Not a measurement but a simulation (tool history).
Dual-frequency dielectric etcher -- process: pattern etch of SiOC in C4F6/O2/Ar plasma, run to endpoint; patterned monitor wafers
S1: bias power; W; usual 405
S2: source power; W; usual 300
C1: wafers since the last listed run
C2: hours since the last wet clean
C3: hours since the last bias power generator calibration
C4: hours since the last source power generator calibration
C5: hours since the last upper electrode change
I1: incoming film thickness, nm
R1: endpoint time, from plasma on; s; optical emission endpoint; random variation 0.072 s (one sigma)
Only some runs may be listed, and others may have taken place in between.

Run 1, hour 0.0: usual settings; C1 0; C2 103.6; C3 2164.0; C4 3735.7; C5 5437.0; I1 29.11. Result: R1 10.6 s.
Run 2, hour 31.7: usual settings; C1 370; C2 135.3; C3 2195.7; C4 3767.4; C5 5468.7; I1 29.04. Result: R1 10.6 s.
Run 3, hour 92.7: usual settings; C1 712; C2 196.3; C3 2256.7; C4 3828.4; C5 5529.7; I1 29.31. Result: R1 10.7 s.
Run 4, hour 118.7: usual settings; C1 303; C2 222.3; C3 2282.7; C4 3854.4; C5 5555.7; I1 29.29. Result: R1 10.5 s.
Run 5, hour 190.6: usual settings; C1 839; C2 294.2; C3 2354.6; C4 3926.3; C5 5627.6; I1 29.03. Result: R1 10.4 s.
Run 6, hour 242.0: usual settings; C1 600; C2 345.6; C3 2406.0; C4 3977.7; C5 5679.0; I1 28.93. Result: R1 10.2 s.
Run 7, hour 266.6: usual settings; C1 287; C2 370.2; C3 2430.6; C4 4002.3; C5 5703.6; I1 29.03. Result: R1 10.4 s.
Run 8, hour 298.7: usual settings; C1 374; C2 402.3; C3 2462.7; C4 4034.4; C5 5735.7; I1 29.12. Result: R1 10.2 s.
Run 9, hour 351.7: usual settings; C1 619; C2 455.3; C3 2515.7; C4 4087.4; C5 5788.7; I1 29.29. Result: R1 10.4 s.
At hour 389.4: wet clean of the chamber.
Run 10, hour 389.9: usual settings but S1 458 W; C1 165; C2 0.5; C3 2553.9; C4 4125.6; C5 5826.9; I1 29.31. Result: R1 10.2 s.
Run 11, hour 447.2: usual settings but S1 458 W; C1 669; C2 57.8; C3 2611.2; C4 4182.9; C5 5884.2; I1 28.90. Result: R1 10.0 s.
At hour 463.2: bias power generator calibrated.
Run 12, hour 586.1: usual settings but S2 350 W; C1 1575; C2 196.7; C3 122.9; C4 4321.8; C5 6023.1; I1 28.89. Result: R1 9.9 s.
Run 13, hour 641.5: usual settings but S2 350 W; C1 647; C2 252.1; C3 178.3; C4 4377.2; C5 6078.5; I1 28.98. Result: R1 10.0 s.
Run 14, hour 686.3: usual settings but S2 350 W; C1 523; C2 296.9; C3 223.1; C4 4422.0; C5 6123.3; I1 29.07. Result: R1 9.9 s.
Run 15, hour 739.0: usual settings but S1 484 W, S2 270 W; C1 615; C2 349.6; C3 275.8; C4 4474.7; C5 6176.0; I1 29.01. Result: R1 9.9 s.
Run 16, hour 765.0: usual settings but S1 349 W, S2 250 W; C1 303; C2 375.6; C3 301.8; C4 4500.7; C5 6202.0; I1 28.97. Result: R1 11.5 s.
Run 17, hour 792.5: usual settings but S1 484 W, S2 250 W; C1 321; C2 403.1; C3 329.3; C4 4528.2; C5 6229.5; I1 29.37. Result: R1 10.2 s.
Run 18, hour 824.3: usual settings; C1 371; C2 434.9; C3 361.1; C4 4560.0; C5 6261.3; I1 29.23. Result: R1 10.4 s.
Run 19, hour 868.0: usual settings but S2 360 W; C1 510; C2 478.6; C3 404.8; C4 4603.7; C5 6305.0; I1 28.97. Result: R1 9.6 s.
At hour 916.8: source power generator calibrated.
Run 20, hour 933.0: usual settings but S1 432 W, S2 230 W; C1 712; C2 543.6; C3 469.8; C4 16.2; C5 6370.0; I1 28.87. Result: R1 10.5 s.
Run 21, hour 967.8: usual settings but S1 497 W; C1 406; C2 578.4; C3 504.6; C4 51.0; C5 6404.8; I1 28.81. Result: R1 9.3 s.
At hour 1014.5: wet clean of the chamber.
Run 22, hour 1028.2: usual settings but S1 431 W, S2 250 W; C1 425; C2 13.7; C3 565.0; C4 111.4; C5 6465.2; I1 29.31. Result: R1 11.1 s.
At hour 1068.3: upper electrode replaced.
Run 23, hour 1075.0: usual settings but S1 362 W, S2 330 W; C1 266; C2 60.5; C3 611.8; C4 158.2; C5 6.7; I1 28.88. Result: R1 10.7 s.

Forecast run 24:
Run 24, hour 1132.3: usual settings but S1 352 W, S2 240 W; C1 669; C2 117.8; C3 669.1; C4 215.5; C5 64.0; I1 29.32. Result: R1 ?.

R1: 12.0 s
The same run, on a tool lacking any hidden state, would have yielded R1 12.2 s.
